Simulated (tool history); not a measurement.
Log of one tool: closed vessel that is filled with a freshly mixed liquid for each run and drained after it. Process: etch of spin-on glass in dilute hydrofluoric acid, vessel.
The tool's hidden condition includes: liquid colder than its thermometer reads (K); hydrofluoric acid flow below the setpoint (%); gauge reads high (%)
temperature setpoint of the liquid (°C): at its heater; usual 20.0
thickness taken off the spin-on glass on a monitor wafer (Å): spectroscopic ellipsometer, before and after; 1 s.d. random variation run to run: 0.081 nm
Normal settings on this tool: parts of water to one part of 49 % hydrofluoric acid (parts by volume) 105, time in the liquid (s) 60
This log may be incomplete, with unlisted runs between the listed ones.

run,day,temperature setpoint of the liquid (°C),parts of water to one part of 49 % hydrofluoric acid (parts by volume),time in the liquid (s),wafers since the last listed run,hours since the thermometer was replaced,hours since the hydrofluoric acid flow meter was replaced,hours since the gauge calibration,"read-back film thickness of the spin-on glass reference wafer, read on the same gauge (nm)",thickness taken off the spin-on glass on a monitor wafer (Å)
1,0.000,20.0,80,60,0,2512.0,1238.5,186.0,89.94,203.2
2,0.546,20.0,80,60,1720,2525.1,1251.6,199.1,90.02,201.6
3,1.208,20.0,105,60,2088,2541.0,1267.5,215.0,90.01,148.9
4,1.583,20.0,105,60,1181,2550.0,1276.5,224.0,90.03,148.0
5,1.896,20.0,130,75,984,2557.5,1284.0,231.5,89.97,145.0
6,2.212,20.0,130,75,998,2565.1,1291.6,239.1,90.04,145.0
7,2.679,20.0,130,75,1470,2576.3,1302.8,250.3,90.00,144.2
# day 3.767: gauge calibrated
8,4.221,20.0,105,60,4859,2613.3,1339.8,10.9,90.04,147.1
9,4.512,23.0,75,80,919,2620.3,1346.8,17.9,90.01,322.2
# day 4.692: hydrofluoric acid flow meter replaced
10,5.204,17.5,90,80,2048,2636.9,12.3,34.5,89.96,243.3
# day 5.538: thermometer replaced
11,5.625,20.0,75,60,1195,2.1,22.4,44.6,90.04,247.6
12,6.321,20.0,105,60,2193,18.8,39.1,61.3,90.00,169.4
13,8.538,24.0,65,50,6986,72.0,92.3,114.5,90.02,279.9
14,9.025,24.0,65,50,1536,83.7,104.0,126.2,89.96,282.5

Run 15 is up next; what results do you expect?
15,9.317,20.0,105,30,919,90.7,111.0,133.2,?,?

read-back film thickness of the spin-on glass reference wafer, read on the same gauge (nm): 90.02
thickness taken off the spin-on glass on a monitor wafer (Å): 84.5
With the hidden condition absent and the run-to-run variation left alone, this run would have shown thickness taken off the spin-on glass on a monitor wafer (Å) 85.8.
